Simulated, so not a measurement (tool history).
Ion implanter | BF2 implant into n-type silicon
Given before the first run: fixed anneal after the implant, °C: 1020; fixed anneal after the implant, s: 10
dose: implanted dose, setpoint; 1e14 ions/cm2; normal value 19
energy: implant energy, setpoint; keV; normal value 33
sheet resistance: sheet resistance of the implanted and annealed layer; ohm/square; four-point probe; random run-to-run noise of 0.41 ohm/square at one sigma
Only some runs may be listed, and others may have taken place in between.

| run | hour | dose | energy | read-back reference wafer on the same gauge, sheet resistance | sheet resistance |
|---|---|---|---|---|---|
| 1 | 0 | 19 | 33 | 100.18 | 125.37 |
| 2 | 15.5 | 19 | 27 | 100.29 | 140.18 |
| 3 | 30.8 | 19 | 27 | 100.25 | 139.52 |
| 4 | 50 | 19 | 27 | 100.32 | 139.4 |
| 5 | 79.3 | 19 | 33 | 100.42 | 126.05 |
| 6 | 108.8 | 19 | 33 | 100.51 | 125.44 |
| 7 | 131 | 19 | 33 | 100.33 | 126.72 |
| 8 | 146.1 | 19 | 40.5 | 100.5 | 113.29 |
| 9 | 199.5 | 19 | 33 | 100.75 | 125.63 |
| 10 | 223.3 | 19 | 33 | 100.63 | 126.54 |
| 11 | 250.3 | 19 | 33 | 100.84 | 126.31 |
| 12 | 276.5 | 19 | 33 | 100.69 | 126.72 |
|  | 306.5 | Faraday cup replaced and dose calibrated |
| 13 | 307 | 19 | 33 | 100.68 | 125.84 |
| 14 | 334.8 | 19 | 33 | 101.03 | 126.22 |
| 15 | 358.2 | 19 | 33 | 100.89 | 127.32 |
| 16 | 379.2 | 19 | 33 | 100.94 | 126.93 |
|  | 389.5 | gauge calibrated |
| 17 | 466.2 | 21.52 | 22.5 | 99.2 | 150.62 |
| 18 | 492.4 | 15.02 | 22.5 | 99.28 | 156.94 |
| 19 | 509.6 | 19 | 33 | 99.38 | 124.94 |
| 20 | 566.9 | 19 | 43 | 99.3 | 108.44 |
| 21 | 602.4 | 15.67 | 23.5 | 99.5 | 152.53 |
| 22 | 633.6 | 19 | 33 | 99.7 | 124.93 |
|  | 654.6 | extraction supply calibrated |
| 23 | 655.1 | 17.18 | 36 | 99.72 | 120.4 |
| 24 | 676.2 | 19 | 28 | 99.77 | 136.33 |
| 25 | 705.7 | 17.17 | 23.5 | 99.82 | 151.27 |

Run 26 has not been measured yet. What should we expect?
| 26 | 734.2 | 19 | 42.5 | ? | ? |

Run 26 yielded read-back reference wafer on the same gauge, sheet resistance 99.85, sheet resistance 109.39 ohm/square.
With no hidden state in the tool, this same run would have given sheet resistance 108.48 ohm/square.

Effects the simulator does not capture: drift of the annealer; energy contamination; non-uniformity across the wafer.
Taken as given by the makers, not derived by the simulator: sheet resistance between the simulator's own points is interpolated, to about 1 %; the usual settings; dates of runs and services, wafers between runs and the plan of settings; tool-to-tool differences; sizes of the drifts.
